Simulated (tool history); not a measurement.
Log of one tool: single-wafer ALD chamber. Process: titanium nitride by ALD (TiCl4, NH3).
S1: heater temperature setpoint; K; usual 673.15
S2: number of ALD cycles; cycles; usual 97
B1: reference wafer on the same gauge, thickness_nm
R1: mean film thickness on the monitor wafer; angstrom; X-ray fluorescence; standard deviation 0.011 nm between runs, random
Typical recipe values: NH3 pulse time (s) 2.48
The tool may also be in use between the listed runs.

run 1 hour=0.0 | S1=680.15 S2=97 NH3_pulse_time_(s)=2.48 | B1=2.429 | R1=21.56
run 2 hour=22.9 | S1=680.15 S2=97 NH3_pulse_time_(s)=2.48 | B1=2.431 | R1=21.47
run 3 hour=35.7 | S1=680.15 S2=97 NH3_pulse_time_(s)=2.48 | B1=2.436 | R1=21.79
run 4 hour=83.2 | S1=673.15 S2=97 NH3_pulse_time_(s)=2.05 | B1=2.431 | R1=21.47
run 5 hour=96.7 | S1=673.15 S2=97 NH3_pulse_time_(s)=2.05 | B1=2.433 | R1=21.33
run 6 hour=130.9 | S1=673.15 S2=97 NH3_pulse_time_(s)=2.48 | B1=2.431 | R1=21.59
run 7 hour=152.9 | S1=673.15 S2=97 NH3_pulse_time_(s)=2.48 | B1=2.432 | R1=21.50
run 8 hour=173.9 | S1=673.15 S2=97 NH3_pulse_time_(s)=2.48 | B1=2.434 | R1=21.77
run 9 hour=273.5 | S1=673.15 S2=97 NH3_pulse_time_(s)=2.48 | B1=2.422 | R1=21.57
-- hour=289.5 showerhead replaced
run 10 hour=299.0 | S1=673.15 S2=97 NH3_pulse_time_(s)=2.48 | B1=2.427 | R1=21.51
-- hour=320.8 gauge calibrated
run 11 hour=331.7 | S1=673.15 S2=97 NH3_pulse_time_(s)=2.48 | B1=2.434 | R1=21.41
run 12 hour=344.1 | S1=673.15 S2=97 NH3_pulse_time_(s)=2.48 | B1=2.431 | R1=21.59
run 13 hour=376.6 | S1=685.15 S2=97 NH3_pulse_time_(s)=2.48 | B1=2.427 | R1=21.53
run 14 hour=406.3 | S1=685.15 S2=97 NH3_pulse_time_(s)=2.48 | B1=2.436 | R1=21.67
run 15 hour=420.8 | S1=663.15 S2=110 NH3_pulse_time_(s)=2.48 | B1=2.426 | R1=24.28
run 16 hour=450.0 | S1=669.15 S2=106 NH3_pulse_time_(s)=3.40 | B1=2.428 | R1=23.61
run 17 hour=462.6 | S1=667.15 S2=97 NH3_pulse_time_(s)=2.48 | B1=2.425 | R1=21.45
run 18 hour=489.7 | S1=669.15 S2=106 NH3_pulse_time_(s)=3.40 | B1=2.421 | R1=23.52
-- hour=520.5 thermocouple changed; heater temperature recalibrated
run 19 hour=521.0 | S1=668.15 S2=97 NH3_pulse_time_(s)=2.48 | B1=2.430 | R1=21.57
run 20 hour=553.9 | S1=685.15 S2=97 NH3_pulse_time_(s)=2.48 | B1=2.425 | R1=21.61
run 21 hour=574.2 | S1=669.15 S2=84 NH3_pulse_time_(s)=2.75 | B1=2.433 | R1=18.72
run 22 hour=630.1 | S1=673.15 S2=97 NH3_pulse_time_(s)=2.48 | B1=2.433 | R1=21.56
run 23 hour=680.3 | S1=673.15 S2=97 NH3_pulse_time_(s)=1.52 | B1=2.432 | R1=21.10
run 24 hour=713.1 | S1=678.15 S2=103 NH3_pulse_time_(s)=2.48 | B1=2.434 | R1=22.73
run 25 hour=749.0 | S1=673.15 S2=97 NH3_pulse_time_(s)=2.48 | B1=2.432 | R1=21.44
run 26 hour=782.5 | S1=685.15 S2=108 NH3_pulse_time_(s)=3.14 | B1=2.426 | R1=24.31
run 27 hour=796.8 | S1=668.15 S2=80 NH3_pulse_time_(s)=3.25 | B1=2.430 | R1=17.85
run 28 hour=819.4 | S1=662.15 S2=97 NH3_pulse_time_(s)=2.48 | B1=2.436 | R1=21.21
run 29 hour=833.5 | S1=673.15 S2=97 NH3_pulse_time_(s)=2.48 | B1=2.431 | R1=21.72

Below are 5 alternative next runs, each starting from the tool's condition after run 29. Predict each:
run A hour=834.1 | S1=673.15 S2=97 NH3_pulse_time_(s)=2.48 | B1=? | R1=?
run B hour=834.1 | S1=669.15 S2=86 NH3_pulse_time_(s)=3.28 | B1=? | R1=?
run C hour=834.1 | S1=680.15 S2=97 NH3_pulse_time_(s)=3.40 | B1=? | R1=?
run D hour=834.1 | S1=683.15 S2=114 NH3_pulse_time_(s)=1.88 | B1=? | R1=?
run E hour=834.1 | S1=666.15 S2=112 NH3_pulse_time_(s)=1.54 | B1=? | R1=?

run=A B1=2.426 R1=21.51
run=B B1=2.426 R1=19.17
run=C B1=2.426 R1=21.72
run=D B1=2.426 R1=25.18
run=E B1=2.426 R1=24.28
What these runs would have given with no unlogged condition in the tool:
run=A R1=21.51
run=B R1=19.17
run=C R1=21.72
run=D R1=25.18
run=E R1=24.28
